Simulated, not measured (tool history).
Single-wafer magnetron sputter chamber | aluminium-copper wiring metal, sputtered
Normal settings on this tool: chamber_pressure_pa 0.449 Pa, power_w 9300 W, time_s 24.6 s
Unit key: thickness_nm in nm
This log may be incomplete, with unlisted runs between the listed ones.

run	hour	chamber_pressure_pa	power_w	time_s	wafers since the last listed run	wafers on the sputter target	hours since the last manometer calibration	hours since the magnet pack was replaced	hours since the gauge calibration	read-back reference wafer on the same gauge, thickness_nm	thickness_nm
1	0.0	0.449	9300	24.6	0	3199	656.4	7993.6	628.2	355.509	380.640
2	49.5	0.321	9300	28.3	665	3864	705.9	8043.1	677.7	355.401	467.070
# hour 77.0: sputter target and shields replaced
3	88.5	0.321	9300	28.3	417	154	744.9	8082.1	716.7	354.701	467.175
4	174.1	0.449	9300	24.6	1151	1306	830.5	8167.7	802.3	354.612	379.680
5	241.8	0.449	9300	24.6	910	2216	898.2	8235.4	870.0	354.545	384.345
6	333.4	0.449	9300	24.6	1232	3449	989.8	8327.0	961.6	354.539	382.198
# hour 343.6: gauge calibrated
7	381.9	0.449	9300	24.6	652	4101	1038.3	8375.5	38.3	355.139	383.432
8	462.9	0.564	9300	24.6	1089	5191	1119.3	8456.5	119.3	354.489	362.070
# hour 481.4: sputter target and shields replaced
9	529.4	0.564	9300	24.6	786	646	1185.8	8523.0	185.8	355.016	364.418
10	634.8	0.564	9300	24.6	1417	2064	1291.2	8628.4	291.2	354.810	361.384
11	704.7	0.449	9300	24.6	940	3004	1361.1	8698.3	361.1	355.058	380.208
12	742.2	0.449	9300	24.6	504	3508	1398.6	8735.8	398.6	354.855	383.345
# hour 825.4: sputter target and shields replaced
# hour 829.5: capacitance manometer re-zeroed and calibrated
13	845.1	0.449	9300	24.6	1221	210	15.6	8838.7	501.5	354.828	382.574
14	937.5	0.567	8050	24.6	1242	1453	108.0	8931.1	593.9	354.739	322.761
15	1041.7	0.449	9300	24.6	1401	2854	212.2	9035.3	698.1	354.799	381.328
16	1119.8	0.615	7700	27.3	1050	3905	290.3	9113.4	776.2	354.633	339.173
# hour 1180.3: magnet pack replaced
# hour 1183.7: sputter target and shields replaced
17	1184.2	0.563	7100	21.2	713	6	354.7	3.9	840.6	354.118	253.791
18	1240.3	0.347	7300	26.0	754	761	410.8	60.0	896.7	355.288	351.008
19	1282.9	0.601	10200	24.6	573	1334	453.4	102.6	939.3	355.061	379.613
20	1370.8	0.626	10150	24.6	1182	2516	541.3	190.5	1027.2	355.270	376.690
# hour 1395.8: gauge calibrated
21	1424.6	0.449	9300	24.6	723	3240	595.1	244.3	28.8	354.595	379.028
# hour 1511.0: sputter target and shields replaced
22	1525.3	0.321	9300	28.3	1247	192	695.8	345.0	129.5	354.435	469.426
23	1581.6	0.382	10500	22.8	757	950	752.1	401.3	185.8	354.580	400.216
24	1644.9	0.449	10050	24.6	851	1801	815.4	464.6	249.1	355.121	408.055
25	1741.1	0.589	9300	24.6	1294	3095	911.6	560.8	345.3	354.575	359.250

Run 26 has not been measured yet. What should we expect?
26	1833.5	0.368	10500	28.4	1242	4338	1004.0	653.2	437.7	?	?

{"run 26": {"read-back reference wafer on the same gauge, thickness_nm": 355.406, "thickness_nm": 507.868}}
The same run, on a tool lacking any hidden state, would have yielded thickness_nm 507.868 nm.

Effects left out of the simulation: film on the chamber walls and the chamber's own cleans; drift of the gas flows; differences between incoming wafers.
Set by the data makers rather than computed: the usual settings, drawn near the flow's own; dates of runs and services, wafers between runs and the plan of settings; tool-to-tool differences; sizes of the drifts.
